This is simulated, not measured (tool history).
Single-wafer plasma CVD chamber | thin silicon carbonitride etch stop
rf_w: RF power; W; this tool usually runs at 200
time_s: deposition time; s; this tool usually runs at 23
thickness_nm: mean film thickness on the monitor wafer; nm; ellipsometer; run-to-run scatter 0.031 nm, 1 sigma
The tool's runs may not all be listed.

run,hour,rf_w,time_s,"read-back reference wafer on the same gauge, thickness_nm",thickness_nm
1,0,185,23,10.101,10.954
2,22.5,200,23,10.102,11.277
3,54.7,200,23,10.096,11.218
4,88.8,200,23,10.099,11.211
5,121.2,200,23,10.103,11.18
6,152.9,200,23,10.097,11.206
7,181.1,200,20.2,10.099,9.84
8,204.1,200,20.2,10.095,9.876
9,227.2,200,20.2,10.103,9.784
10,243.7,200,23,10.106,11.184
11,262.6,200,25,10.101,12.144
12,291.1,200,23,10.098,11.18
13,315.2,200,23,10.098,11.176
14,348.9,215,25.3,10.103,12.512
15,370.8,200,23,10.1,11.319
16,395.5,230,25.8,10.096,13.199
17,427.2,175,19.2,10.104,9.077
18,445,185,24.7,10.096,11.864
19,457.2,180,23,10.102,10.947
20,492.7,225,20.1,10.103,10.415
21,560.2,200,23,10.106,11.2
22,590,215,27.1,10.095,13.645
23,619.9,190,23,10.101,10.892
24,642.9,160,18.6,10.1,7.935
25,660.4,240,21.5,10.1,11.413
26,685.4,215,26.6,10.099,13.345
27,718.8,225,25.4,10.097,13.038
28,737.3,200,23,10.104,11.116
29,767.8,200,26.2,10.1,12.678
30,795.7,200,23,10.096,11.11
31,816.1,220,23,10.099,11.685
32,851.1,200,25.1,10.102,12.074
33,885.5,235,23,10.103,12.018
34,947.4,175,19.4,10.103,8.655
35,973.6,230,23,10.098,11.876

Withheld: 4 entries from between the runs. Position of each, and hidden state at the listed run before versus the listed run after:
Run 7 -> run 8: thermocouple changed; heater temperature recalibrated (hour 201.9)
  delivered RF power above the setpoint (%): -5.38 -> -5.52
  what was measured, less what the result would be without the hidden state, thickness_nm: -0.164 -> -0.169 nm
Run 14 -> run 15: RF generator calibrated (hour 357.2)
  delivered RF power above the setpoint (%): -6.38 -> -1.63
  what was measured, less what the result would be without the hidden state, thickness_nm: -0.249 -> -0.056 nm
Run 19 -> run 20: showerhead replaced, of another model than before (hour 490)
  delivered RF power above the setpoint (%): -2.14 -> -2.35
  what was measured, less what the result would be without the hidden state, thickness_nm: -0.071 -> -0.132 nm
Run 24 -> run 25: gauge calibrated (hour 657.2)
  delivered RF power above the setpoint (%): -3.25 -> -3.36
  what was measured, less what the result would be without the hidden state, thickness_nm: -0.141 -> -0.21 nm
